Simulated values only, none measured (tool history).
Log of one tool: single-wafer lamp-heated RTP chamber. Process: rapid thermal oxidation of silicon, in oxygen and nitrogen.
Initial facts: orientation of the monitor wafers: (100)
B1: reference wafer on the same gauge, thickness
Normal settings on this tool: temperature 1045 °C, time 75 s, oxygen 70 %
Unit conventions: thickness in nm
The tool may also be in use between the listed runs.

run 1 hour=0 | temperature=1045 time=75 oxygen=70 | B1=9.114 | thickness=8.611
run 2 hour=38.6 | temperature=1045 time=89 oxygen=70 | B1=9.099 | thickness=9.293
-- hour=309.6 pyrometer window cleaned and pyrometer calibrated
run 3 hour=345.9 | temperature=1045 time=89 oxygen=70 | B1=9.102 | thickness=8.934
run 4 hour=387.8 | temperature=1045 time=89 oxygen=70 | B1=9.105 | thickness=8.972
run 5 hour=701.5 | temperature=1045 time=75 oxygen=70 | B1=9.092 | thickness=8.517
run 6 hour=786.3 | temperature=1045 time=75 oxygen=70 | B1=9.108 | thickness=8.606
run 7 hour=828.1 | temperature=1045 time=87 oxygen=60 | B1=9.098 | thickness=8.695
-- hour=906.3 pyrometer window cleaned and pyrometer calibrated
run 8 hour=908.4 | temperature=1045 time=63 oxygen=70 | B1=9.106 | thickness=7.637
run 9 hour=956.9 | temperature=1045 time=63 oxygen=70 | B1=9.089 | thickness=7.63
run 10 hour=1013.5 | temperature=1045 time=75 oxygen=70 | B1=9.098 | thickness=8.338
run 11 hour=1065.1 | temperature=1045 time=75 oxygen=70 | B1=9.102 | thickness=8.388
run 12 hour=1136 | temperature=1045 time=75 oxygen=70 | B1=9.102 | thickness=8.404
run 13 hour=1174.1 | temperature=1045 time=47 oxygen=62 | B1=9.103 | thickness=6.621
run 14 hour=1225.4 | temperature=1045 time=47 oxygen=62 | B1=9.104 | thickness=6.624
run 15 hour=1267.7 | temperature=1045 time=89 oxygen=70 | B1=9.097 | thickness=9.256
run 16 hour=1374.7 | temperature=1073 time=102 oxygen=80 | B1=9.104 | thickness=12.517
run 17 hour=1464 | temperature=1045 time=75 oxygen=70 | B1=9.093 | thickness=8.604

For run 18, what comes out?
-- hour=1497.5 pyrometer window cleaned and pyrometer calibrated
run 18 hour=1555.1 | temperature=1060 time=75 oxygen=59 | B1=? | thickness=?

B1: 9.104
thickness: 8.692 nm
Minus the tool's unlogged condition, the same run would have read thickness 8.546 nm.
